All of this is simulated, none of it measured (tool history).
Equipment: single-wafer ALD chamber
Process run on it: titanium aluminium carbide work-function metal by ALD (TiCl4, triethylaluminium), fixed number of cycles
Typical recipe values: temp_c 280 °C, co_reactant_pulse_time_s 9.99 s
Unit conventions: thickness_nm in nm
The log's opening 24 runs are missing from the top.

| run | hour | temp_c | co_reactant_pulse_time_s | wafers since the last listed run | hours since the last thermocouple change | hours since the last triethylaluminium bottle change | hours since the showerhead was replaced | hours since the gauge calibration | read-back reference wafer on the same gauge, thickness_nm | thickness_nm |
|---|---|---|---|---|---|---|---|---|---|---|
| 25 | 1824.5 | 266 | 12.99 | 916 | 267.9 | 430.1 | 707.7 | 562.4 | 1.771 | 1.714 |
| 26 | 1921.6 | 280 | 9.99 | 845 | 365.0 | 527.2 | 804.8 | 659.5 | 1.771 | 1.735 |
| 27 | 1975.6 | 294 | 7.72 | 470 | 419.0 | 581.2 | 858.8 | 713.5 | 1.769 | 1.595 |
| 28 | 2046.9 | 280 | 9.99 | 620 | 490.3 | 652.5 | 930.1 | 784.8 | 1.771 | 1.732 |
| 29 | 2137.7 | 273 | 6.25 | 790 | 581.1 | 743.3 | 1020.9 | 875.6 | 1.773 | 1.086 |
| 30 | 2176.9 | 273 | 8.49 | 341 | 620.3 | 782.5 | 1060.1 | 914.8 | 1.769 | 1.518 |
| 31 | 2249.7 | 280 | 9.99 | 633 | 693.1 | 855.3 | 1132.9 | 987.6 | 1.770 | 1.714 |
| 32 | 2339.9 | 280 | 9.99 | 785 | 783.3 | 945.5 | 1223.1 | 1077.8 | 1.773 | 1.704 |
|  | 2384.3 | triethylaluminium bottle replaced |
| 33 | 2391.5 | 280 | 9.99 | 379 | 834.9 | 7.2 | 1274.7 | 1129.4 | 1.771 | 1.802 |

Each row is a separate what-if for the run after 33, all from the same tool condition, not one after another. Results?
| A | 2391.9 | 280 | 6.65 | 3 | 835.3 | 7.6 | 1275.1 | 1129.8 | ? | ? |
| B | 2391.9 | 265 | 11.87 | 3 | 835.3 | 7.6 | 1275.1 | 1129.8 | ? | ? |
| C | 2391.9 | 272 | 9.99 | 3 | 835.3 | 7.6 | 1275.1 | 1129.8 | ? | ? |

| run | read-back reference wafer on the same gauge, thickness_nm | thickness_nm |
|---|---|---|
| A | 1.771 | 1.398 |
| B | 1.771 | 1.685 |
| C | 1.771 | 1.707 |
With the hidden condition removed and each run's random variation left untouched, the same runs would have given:
| run | thickness_nm |
|---|---|
| A | 1.436 |
| B | 1.690 |
| C | 1.720 |
